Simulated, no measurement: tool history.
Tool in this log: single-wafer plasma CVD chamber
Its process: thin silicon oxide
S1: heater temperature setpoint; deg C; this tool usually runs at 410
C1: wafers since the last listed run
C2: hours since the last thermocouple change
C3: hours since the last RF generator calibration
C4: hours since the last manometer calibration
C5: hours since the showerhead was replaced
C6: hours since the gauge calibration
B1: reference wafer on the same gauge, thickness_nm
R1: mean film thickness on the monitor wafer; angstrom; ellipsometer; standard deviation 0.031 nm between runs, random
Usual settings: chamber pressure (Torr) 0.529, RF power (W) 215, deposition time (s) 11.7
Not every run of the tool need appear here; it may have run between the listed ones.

run 1 hour=0.0 | S1=410 chamber_pressure_(Torr)=0.529 RF_power_(W)=215 deposition_time_(s)=11.7 | C1=0 C2=570.9 C3=340.7 C4=1728.3 C5=4240.2 C6=1099.2 | B1=12.691 | R1=109.93
run 2 hour=47.0 | S1=410 chamber_pressure_(Torr)=0.529 RF_power_(W)=215 deposition_time_(s)=11.7 | C1=652 C2=617.9 C3=387.7 C4=1775.3 C5=4287.2 C6=1146.2 | B1=12.701 | R1=109.32
run 3 hour=234.4 | S1=410 chamber_pressure_(Torr)=0.529 RF_power_(W)=215 deposition_time_(s)=11.7 | C1=2601 C2=805.3 C3=575.1 C4=1962.7 C5=4474.6 C6=1333.6 | B1=12.703 | R1=108.93
run 4 hour=290.9 | S1=410 chamber_pressure_(Torr)=0.440 RF_power_(W)=215 deposition_time_(s)=11.7 | C1=784 C2=861.8 C3=631.6 C4=2019.2 C5=4531.1 C6=1390.1 | B1=12.691 | R1=97.08
run 5 hour=349.7 | S1=410 chamber_pressure_(Torr)=0.440 RF_power_(W)=215 deposition_time_(s)=11.7 | C1=816 C2=920.6 C3=690.4 C4=2078.0 C5=4589.9 C6=1448.9 | B1=12.696 | R1=96.85
-- hour=443.0 gauge calibrated
run 6 hour=512.7 | S1=410 chamber_pressure_(Torr)=0.529 RF_power_(W)=215 deposition_time_(s)=11.7 | C1=2262 C2=1083.6 C3=853.4 C4=2241.0 C5=4752.9 C6=69.7 | B1=12.695 | R1=108.23
run 7 hour=547.4 | S1=410 chamber_pressure_(Torr)=0.529 RF_power_(W)=215 deposition_time_(s)=11.7 | C1=481 C2=1118.3 C3=888.1 C4=2275.7 C5=4787.6 C6=104.4 | B1=12.711 | R1=108.60
run 8 hour=618.5 | S1=410 chamber_pressure_(Torr)=0.529 RF_power_(W)=215 deposition_time_(s)=11.7 | C1=986 C2=1189.4 C3=959.2 C4=2346.8 C5=4858.7 C6=175.5 | B1=12.707 | R1=107.84
run 9 hour=672.4 | S1=410 chamber_pressure_(Torr)=0.529 RF_power_(W)=215 deposition_time_(s)=11.7 | C1=748 C2=1243.3 C3=1013.1 C4=2400.7 C5=4912.6 C6=229.4 | B1=12.705 | R1=108.24
-- hour=690.5 thermocouple changed; heater temperature recalibrated
run 10 hour=708.8 | S1=399 chamber_pressure_(Torr)=0.529 RF_power_(W)=215 deposition_time_(s)=11.7 | C1=394 C2=18.3 C3=1049.5 C4=2437.1 C5=4949.0 C6=265.8 | B1=12.706 | R1=108.53
run 11 hour=762.8 | S1=399 chamber_pressure_(Torr)=0.529 RF_power_(W)=215 deposition_time_(s)=11.7 | C1=749 C2=72.3 C3=1103.5 C4=2491.1 C5=5003.0 C6=319.8 | B1=12.699 | R1=108.71
run 12 hour=815.3 | S1=410 chamber_pressure_(Torr)=0.529 RF_power_(W)=215 deposition_time_(s)=11.7 | C1=728 C2=124.8 C3=1156.0 C4=2543.6 C5=5055.5 C6=372.3 | B1=12.693 | R1=107.78
-- hour=839.1 capacitance manometer re-zeroed and calibrated
run 13 hour=868.9 | S1=414 chamber_pressure_(Torr)=0.529 RF_power_(W)=215 deposition_time_(s)=12.4 | C1=632 C2=178.4 C3=1209.6 C4=29.8 C5=5109.1 C6=425.9 | B1=12.701 | R1=116.72
run 14 hour=907.4 | S1=410 chamber_pressure_(Torr)=0.620 RF_power_(W)=215 deposition_time_(s)=10.5 | C1=534 C2=216.9 C3=1248.1 C4=68.3 C5=5147.6 C6=464.4 | B1=12.691 | R1=110.01
run 15 hour=931.9 | S1=410 chamber_pressure_(Torr)=0.529 RF_power_(W)=215 deposition_time_(s)=11.7 | C1=340 C2=241.4 C3=1272.6 C4=92.8 C5=5172.1 C6=488.9 | B1=12.690 | R1=110.12
-- hour=941.5 showerhead replaced
run 16 hour=980.2 | S1=410 chamber_pressure_(Torr)=0.529 RF_power_(W)=215 deposition_time_(s)=11.7 | C1=559 C2=289.7 C3=1320.9 C4=141.1 C5=38.7 C6=537.2 | B1=12.692 | R1=110.30
run 17 hour=1022.6 | S1=417 chamber_pressure_(Torr)=0.484 RF_power_(W)=215 deposition_time_(s)=11.7 | C1=588 C2=332.1 C3=1363.3 C4=183.5 C5=81.1 C6=579.6 | B1=12.704 | R1=103.59
run 18 hour=1047.6 | S1=410 chamber_pressure_(Torr)=0.579 RF_power_(W)=185 deposition_time_(s)=11.7 | C1=347 C2=357.1 C3=1388.3 C4=208.5 C5=106.1 C6=604.6 | B1=12.699 | R1=101.96
run 19 hour=1083.8 | S1=410 chamber_pressure_(Torr)=0.529 RF_power_(W)=215 deposition_time_(s)=11.7 | C1=502 C2=393.3 C3=1424.5 C4=244.7 C5=142.3 C6=640.8 | B1=12.696 | R1=110.13
run 20 hour=1129.0 | S1=418 chamber_pressure_(Torr)=0.529 RF_power_(W)=215 deposition_time_(s)=13.8 | C1=627 C2=438.5 C3=1469.7 C4=289.9 C5=187.5 C6=686.0 | B1=12.701 | R1=129.50
-- hour=1188.4 RF generator calibrated
run 21 hour=1188.9 | S1=410 chamber_pressure_(Torr)=0.529 RF_power_(W)=215 deposition_time_(s)=13.0 | C1=720 C2=498.4 C3=0.5 C4=349.8 C5=247.4 C6=745.9 | B1=12.697 | R1=125.31
run 22 hour=1220.9 | S1=410 chamber_pressure_(Torr)=0.644 RF_power_(W)=190 deposition_time_(s)=11.7 | C1=444 C2=530.4 C3=32.5 C4=381.8 C5=279.4 C6=777.9 | B1=12.689 | R1=115.06
run 23 hour=1275.4 | S1=395 chamber_pressure_(Torr)=0.529 RF_power_(W)=195 deposition_time_(s)=11.7 | C1=756 C2=584.9 C3=87.0 C4=436.3 C5=333.9 C6=832.4 | B1=12.701 | R1=104.77
run 24 hour=1335.8 | S1=410 chamber_pressure_(Torr)=0.529 RF_power_(W)=215 deposition_time_(s)=11.7 | C1=838 C2=645.3 C3=147.4 C4=496.7 C5=394.3 C6=892.8 | B1=12.704 | R1=112.19
run 25 hour=1407.5 | S1=410 chamber_pressure_(Torr)=0.568 RF_power_(W)=185 deposition_time_(s)=11.7 | C1=995 C2=717.0 C3=219.1 C4=568.4 C5=466.0 C6=964.5 | B1=12.711 | R1=102.21
run 26 hour=1450.5 | S1=410 chamber_pressure_(Torr)=0.529 RF_power_(W)=215 deposition_time_(s)=11.7 | C1=596 C2=760.0 C3=262.1 C4=611.4 C5=509.0 C6=1007.5 | B1=12.690 | R1=111.89
run 27 hour=1476.9 | S1=410 chamber_pressure_(Torr)=0.644 RF_power_(W)=190 deposition_time_(s)=11.7 | C1=366 C2=786.4 C3=288.5 C4=637.8 C5=535.4 C6=1033.9 | B1=12.693 | R1=114.61
run 28 hour=1511.6 | S1=403 chamber_pressure_(Torr)=0.529 RF_power_(W)=230 deposition_time_(s)=11.7 | C1=481 C2=821.1 C3=323.2 C4=672.5 C5=570.1 C6=1068.6 | B1=12.697 | R1=117.79

5 ways to go on from here, each from the tool as it stands after run 28. What would each give?
run A hour=1512.0 | S1=410 chamber_pressure_(Torr)=0.529 RF_power_(W)=215 deposition_time_(s)=10.4 | C1=5 C2=821.5 C3=323.6 C4=672.9 C5=570.5 C6=1069.0 | B1=? | R1=?
run B hour=1512.0 | S1=397 chamber_pressure_(Torr)=0.529 RF_power_(W)=215 deposition_time_(s)=11.7 | C1=5 C2=821.5 C3=323.6 C4=672.9 C5=570.5 C6=1069.0 | B1=? | R1=?
run C hour=1512.0 | S1=419 chamber_pressure_(Torr)=0.604 RF_power_(W)=185 deposition_time_(s)=10.7 | C1=5 C2=821.5 C3=323.6 C4=672.9 C5=570.5 C6=1069.0 | B1=? | R1=?
run D hour=1512.0 | S1=402 chamber_pressure_(Torr)=0.467 RF_power_(W)=200 deposition_time_(s)=10.0 | C1=5 C2=821.5 C3=323.6 C4=672.9 C5=570.5 C6=1069.0 | B1=? | R1=?
run E hour=1512.0 | S1=398 chamber_pressure_(Torr)=0.656 RF_power_(W)=230 deposition_time_(s)=11.7 | C1=5 C2=821.5 C3=323.6 C4=672.9 C5=570.5 C6=1069.0 | B1=? | R1=?

run=A B1=12.693 R1=98.90
run=B B1=12.693 R1=112.31
run=C B1=12.693 R1=96.42
run=D B1=12.693 R1=82.93
run=E B1=12.693 R1=136.91
Without the tool's unlogged condition, the same runs would have read:
run=A R1=100.91
run=B R1=114.59
run=C R1=98.54
run=D R1=84.67
run=E R1=139.61
